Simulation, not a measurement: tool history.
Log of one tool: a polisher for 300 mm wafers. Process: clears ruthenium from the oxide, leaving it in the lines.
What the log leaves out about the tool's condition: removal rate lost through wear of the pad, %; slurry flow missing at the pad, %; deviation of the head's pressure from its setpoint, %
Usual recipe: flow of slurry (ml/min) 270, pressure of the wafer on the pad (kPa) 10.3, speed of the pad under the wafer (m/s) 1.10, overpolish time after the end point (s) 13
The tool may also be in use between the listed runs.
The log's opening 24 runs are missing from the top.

run     day  flow of slurry (ml/min)  pressure of the wafer on the pad (kPa)  speed of the pad under the wafer (m/s)  overpolish time after the end point (s)  wafers since the last listed run  wafers polished on this pad  hours since the slurry nozzle was cleaned  hours since the head pressure was calibrated  incoming thickness of the incoming film, nm  time until the end point was called (s)
 25  11.179                      330                                     9.0                                    1.10                                       13                                53                          431                                      723.4                                          54.9                                         76.2                                     86.0
 26  11.808                      270                                    10.3                                    0.90                                       10                               100                          531                                      738.5                                          70.0                                         74.8                                     89.6
 27  13.304                      360                                    12.4                                    1.42                                       13                               238                          770                                      774.4                                         105.9                                         74.8                                     49.1
 28  13.625                      315                                     7.6                                    1.40                                        5                                51                          821                                      782.1                                         113.6                                         76.2                                     84.2
     14.017  -- worn pad replaced by a new one, of another model than before
 29  14.038                      270                                    10.3                                    0.90                                       13                                39                            3                                      792.0                                         123.5                                         74.5                                     85.0
     14.725  -- slurry nozzle cleaned
 30  15.717                      210                                     9.0                                    0.88                                       10                               261                          264                                       23.8                                         163.8                                         74.6                                     94.9
 31  16.408                      270                                    12.4                                    1.10                                       15                               110                          374                                       40.4                                         180.4                                         74.7                                     65.8
 32  17.133                      270                                    10.3                                    1.10                                       13                               115                          490                                       57.8                                         197.8                                         75.4                                     76.0
 33  17.817                      295                                    10.3                                    1.42                                       13                               108                          599                                       74.2                                         214.2                                         75.8                                     64.2

The next listed run, before its measurement:
 34  18.538                      270                                     9.0                                    0.96                                        8                               114                          713                                       91.5                                         231.5                                         74.5                                        ?

time until the end point was called (s): 92.1
Without the tool's hidden state the same run would have given time until the end point was called (s) 86.7.

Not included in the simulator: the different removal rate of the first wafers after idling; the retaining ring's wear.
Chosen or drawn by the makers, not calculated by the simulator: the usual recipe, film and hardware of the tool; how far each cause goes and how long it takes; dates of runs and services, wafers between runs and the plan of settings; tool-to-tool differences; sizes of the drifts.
